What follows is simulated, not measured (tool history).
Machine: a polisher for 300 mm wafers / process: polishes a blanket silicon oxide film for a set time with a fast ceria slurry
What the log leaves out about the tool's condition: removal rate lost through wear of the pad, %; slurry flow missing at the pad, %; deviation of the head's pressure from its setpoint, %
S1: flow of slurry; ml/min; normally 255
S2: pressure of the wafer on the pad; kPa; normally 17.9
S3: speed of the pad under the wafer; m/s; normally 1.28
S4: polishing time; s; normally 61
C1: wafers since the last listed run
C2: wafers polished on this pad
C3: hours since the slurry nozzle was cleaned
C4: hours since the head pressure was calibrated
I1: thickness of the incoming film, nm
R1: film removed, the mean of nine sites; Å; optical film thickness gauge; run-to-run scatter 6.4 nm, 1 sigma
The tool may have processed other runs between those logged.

Run 1, hour 0.0: usual settings; C1 0; C2 4025; C3 421.5; C4 246.9; I1 3480.0. Result: R1 10140 Å.
Run 2, hour 28.3: usual settings; C1 397; C2 4423; C3 449.8; C4 275.2; I1 3382.9. Result: R1 10230 Å.
Run 3, hour 56.1: usual settings; C1 390; C2 4813; C3 477.6; C4 303.0; I1 3469.8. Result: R1 10098 Å.
Run 4, hour 83.7: usual settings; C1 388; C2 5201; C3 505.2; C4 330.6; I1 3409.0. Result: R1 9898 Å.
At hour 111.3: slurry nozzle cleaned.
Run 5, hour 150.0: usual settings; C1 918; C2 6119; C3 38.7; C4 396.9; I1 3504.1. Result: R1 10469 Å.
At hour 165.1: worn pad replaced by a new one.
Run 6, hour 215.6: usual settings; C1 866; C2 710; C3 104.3; C4 462.5; I1 3433.6. Result: R1 10571 Å.
Run 7, hour 411.9: usual settings; C1 2759; C2 3470; C3 300.6; C4 658.8; I1 3423.1. Result: R1 10180 Å.
Run 8, hour 457.7: usual settings; C1 643; C2 4114; C3 346.4; C4 704.6; I1 3386.4. Result: R1 10164 Å.
Run 9, hour 526.1: usual settings; C1 961; C2 5075; C3 414.8; C4 773.0; I1 3415.5. Result: R1 10102 Å.
Run 10, hour 552.1: usual settings but S1 210 ml/min; C1 365; C2 5441; C3 440.8; C4 799.0; I1 3430.8. Result: R1 9885 Å.
Run 11, hour 589.5: usual settings but S1 210 ml/min; C1 525; C2 5967; C3 478.2; C4 836.4; I1 3417.4. Result: R1 9722 Å.
Run 12, hour 622.2: usual settings; C1 459; C2 6426; C3 510.9; C4 869.1; I1 3450.4. Result: R1 9953 Å.
At hour 656.1: head pressure recalibrated.
At hour 656.4: slurry nozzle cleaned.
At hour 707.5: worn pad replaced by a new one.
Run 13, hour 775.6: usual settings; C1 2068; C2 956; C3 119.2; C4 119.5; I1 3423.7. Result: R1 10418 Å.
Run 14, hour 869.7: usual settings; C1 1322; C2 2279; C3 213.3; C4 213.6; I1 3377.6. Result: R1 10410 Å.
Run 15, hour 904.4: usual settings but S1 235 ml/min, S2 15.2 kPa; C1 487; C2 2767; C3 248.0; C4 248.3; I1 3432.1. Result: R1 9117 Å.
Run 16, hour 962.3: usual settings but S1 235 ml/min, S2 15.2 kPa; C1 814; C2 3581; C3 305.9; C4 306.2; I1 3493.6. Result: R1 8968 Å.
Run 17, hour 1012.8: usual settings but S3 0.84 m/s, S4 44 s; C1 709; C2 4291; C3 356.4; C4 356.7; I1 3442.0. Result: R1 5091 Å.
Run 18, hour 1057.4: usual settings but S1 190 ml/min, S2 12.4 kPa, S3 1.64 m/s, S4 53 s; C1 627; C2 4918; C3 401.0; C4 401.3; I1 3469.1. Result: R1 7969 Å.
Run 19, hour 1105.6: usual settings but S1 330 ml/min, S2 22.8 kPa; C1 677; C2 5596; C3 449.2; C4 449.5; I1 3407.6. Result: R1 12721 Å.
At hour 1142.7: slurry nozzle cleaned.
Run 20, hour 1160.3: usual settings but S4 73 s; C1 754; C2 6351; C3 17.6; C4 504.2; I1 3459.6. Result: R1 12428 Å.
At hour 1195.8: worn pad replaced by a new one.
Run 21, hour 1201.7: usual settings but S1 290 ml/min, S2 12.4 kPa, S3 1.12 m/s, S4 50 s; C1 525; C2 83; C3 59.0; C4 545.6; I1 3367.9. Result: R1 5668 Å.
Run 22, hour 1268.1: usual settings but S1 200 ml/min, S2 20.7 kPa, S4 67 s; C1 933; C2 1016; C3 125.4; C4 612.0; I1 3418.7. Result: R1 12798 Å.
Run 23, hour 1315.5: usual settings but S2 14.5 kPa, S4 44 s; C1 666; C2 1683; C3 172.8; C4 659.4; I1 3423.5. Result: R1 6385 Å.
Run 24, hour 1348.9: usual settings but S1 305 ml/min, S2 15.2 kPa, S3 1.00 m/s, S4 72 s; C1 469; C2 2152; C3 206.2; C4 692.8; I1 3475.6. Result: R1 8746 Å.
Run 25, hour 1412.0: usual settings but S1 295 ml/min, S2 15.2 kPa; C1 887; C2 3039; C3 269.3; C4 755.9; I1 3391.7. Result: R1 9235 Å.
Run 26, hour 1438.9: usual settings but S1 290 ml/min, S2 21.4 kPa, S4 52 s; C1 378; C2 3418; C3 296.2; C4 782.8; I1 3387.1. Result: R1 10521 Å.
Run 27, hour 1495.5: usual settings but S1 290 ml/min, S2 15.9 kPa, S3 1.14 m/s, S4 80 s; C1 795; C2 4213; C3 352.8; C4 839.4; I1 3474.1. Result: R1 11325 Å.
At hour 1543.8: head pressure recalibrated.
Run 28, hour 1633.5: usual settings but S1 315 ml/min, S4 51 s; C1 1911; C2 6125; C3 490.8; C4 89.7; I1 3398.0. Result: R1 8680 Å.
At hour 1644.4: worn pad replaced by a new one.
At hour 1656.7: slurry nozzle cleaned.
Run 29, hour 1785.8: usual settings but S3 1.60 m/s, S4 48 s; C1 2070; C2 1974; C3 129.1; C4 242.0; I1 3488.9. Result: R1 10100 Å.
Run 30, hour 1817.2: usual settings; C1 441; C2 2415; C3 160.5; C4 273.4; I1 3437.4. Result: R1 10538 Å.
Run 31, hour 1879.9: usual settings; C1 881; C2 3297; C3 223.2; C4 336.1; I1 3355.6. Result: R1 10449 Å.
Run 32, hour 1949.3: usual settings but S2 15.2 kPa, S3 1.44 m/s, S4 75 s; C1 975; C2 4272; C3 292.6; C4 405.5; I1 3457.5. Result: R1 12400 Å.
At hour 2099.5: worn pad replaced by a new one.
Run 33, hour 2148.5: usual settings but S1 320 ml/min, S3 1.58 m/s; C1 2744; C2 689; C3 491.8; C4 604.7; I1 3440.0. Result: R1 12565 Å.
Run 34, hour 2181.9: usual settings but S1 315 ml/min; C1 469; C2 1158; C3 525.2; C4 638.1; I1 3443.9. Result: R1 10211 Å.
At hour 2222.4: slurry nozzle cleaned.
Run 35, hour 2245.4: usual settings but S2 13.1 kPa, S3 1.48 m/s; C1 878; C2 2037; C3 23.0; C4 701.6; I1 3441.7. Result: R1 9425 Å.
Run 36, hour 2282.5: usual settings but S2 14.5 kPa, S4 44 s; C1 521; C2 2558; C3 60.1; C4 738.7; I1 3457.5. Result: R1 6376 Å.
Run 37, hour 2321.1: usual settings; C1 542; C2 3101; C3 98.7; C4 777.3; I1 3429.5. Result: R1 10488 Å.

Here are 3 independent what-if runs from the current tool condition. What would each one return?
Run A, hour 2321.5: usual settings; C1 5; C2 3107; C3 99.1; C4 777.7; I1 3474.3. Result: R1 ?.
Run B, hour 2321.5: usual settings but S1 325 ml/min, S4 43 s; C1 5; C2 3107; C3 99.1; C4 777.7; I1 3474.3. Result: R1 ?.
Run C, hour 2321.5: usual settings but S3 1.56 m/s; C1 5; C2 3107; C3 99.1; C4 777.7; I1 3474.3. Result: R1 ?.

run     R1
  A  10485
  B   7538
  C  12586
Take away the tool's hidden state, keep each run's random variation, and the runs would have read:
run     R1
  A  10507
  B   7551
  C  12613
